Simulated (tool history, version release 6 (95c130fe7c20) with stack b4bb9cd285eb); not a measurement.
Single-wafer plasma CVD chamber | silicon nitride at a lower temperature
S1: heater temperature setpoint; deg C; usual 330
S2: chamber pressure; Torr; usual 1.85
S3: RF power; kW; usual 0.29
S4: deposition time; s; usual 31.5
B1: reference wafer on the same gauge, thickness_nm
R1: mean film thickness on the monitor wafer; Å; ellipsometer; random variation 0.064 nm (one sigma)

| run | hour | S1 | S2 | S3 | S4 | B1 | R1 |
|---|---|---|---|---|---|---|---|
| 1 | 0 | 336 | 1.85 | 0.29 | 31.5 | 30.69 | 334.12 |
| 2 | 10.4 | 336 | 1.85 | 0.29 | 31.5 | 30.695 | 333.92 |
| 3 | 18.8 | 336 | 1.85 | 0.29 | 31.5 | 30.738 | 333.3 |
| 4 | 28.6 | 330 | 1.85 | 0.29 | 31.5 | 30.71 | 333.8 |
| 5 | 37.8 | 330 | 1.85 | 0.29 | 31.5 | 30.701 | 332.9 |
| 6 | 48.2 | 330 | 1.85 | 0.29 | 31.5 | 30.716 | 333.24 |
| 7 | 60.3 | 330 | 1.85 | 0.29 | 31.5 | 30.737 | 334.02 |
| 8 | 75.7 | 330 | 1.85 | 0.29 | 36.5 | 30.692 | 387.31 |
|  | 89.9 | thermocouple changed; heater temperature recalibrated |
|  | 91 | gauge calibrated |
| 9 | 91.9 | 330 | 1.85 | 0.29 | 36.5 | 30.689 | 386.56 |
| 10 | 99.4 | 330 | 1.85 | 0.29 | 36.5 | 30.726 | 385.66 |
| 11 | 115.6 | 330 | 1.85 | 0.29 | 29.9 | 30.669 | 316.27 |
| 12 | 130.1 | 345 | 1.85 | 0.29 | 31.5 | 30.709 | 329.07 |
|  | 141.3 | showerhead replaced |
| 13 | 141.8 | 330 | 1.85 | 0.29 | 35.9 | 30.677 | 377.64 |
| 14 | 147.2 | 330 | 1.85 | 0.29 | 31.5 | 30.664 | 331.37 |
| 15 | 156.7 | 335 | 2.06 | 0.235 | 37.7 | 30.684 | 321.25 |
| 16 | 172.7 | 330 | 2.24 | 0.29 | 29.9 | 30.665 | 323.87 |
|  | 184.3 | capacitance manometer re-zeroed and calibrated |
|  | 185.1 | RF generator calibrated |
| 17 | 189 | 335 | 1.85 | 0.345 | 31.5 | 30.699 | 411.44 |
| 18 | 197 | 337 | 1.85 | 0.29 | 31.5 | 30.702 | 350.02 |
| 19 | 212.4 | 319 | 2.18 | 0.26 | 29.1 | 30.694 | 300.46 |
| 20 | 226 | 330 | 1.85 | 0.29 | 31.5 | 30.724 | 352.03 |
| 21 | 239.9 | 344 | 1.46 | 0.25 | 31.5 | 30.719 | 290.16 |
| 22 | 256.2 | 330 | 1.85 | 0.29 | 31.5 | 30.697 | 351.21 |

4 ways to go on from here, each from the tool as it stands after run 22. What would each give?
| A | 256.6 | 330 | 1.85 | 0.29 | 34.9 | ? | ? |
| B | 256.6 | 339 | 1.85 | 0.29 | 34.9 | ? | ? |
| C | 256.6 | 330 | 1.72 | 0.29 | 31.5 | ? | ? |
| D | 256.6 | 318 | 1.99 | 0.31 | 27.9 | ? | ? |

| run | B1 | R1 |
|---|---|---|
| A | 30.704 | 389.78 |
| B | 30.704 | 388.34 |
| C | 30.704 | 347.75 |
| D | 30.704 | 337.6 |
Without the tool's hidden state the same runs would have given:
| run | R1 |
|---|---|
| A | 390.81 |
| B | 389.36 |
| C | 348.67 |
| D | 338.47 |
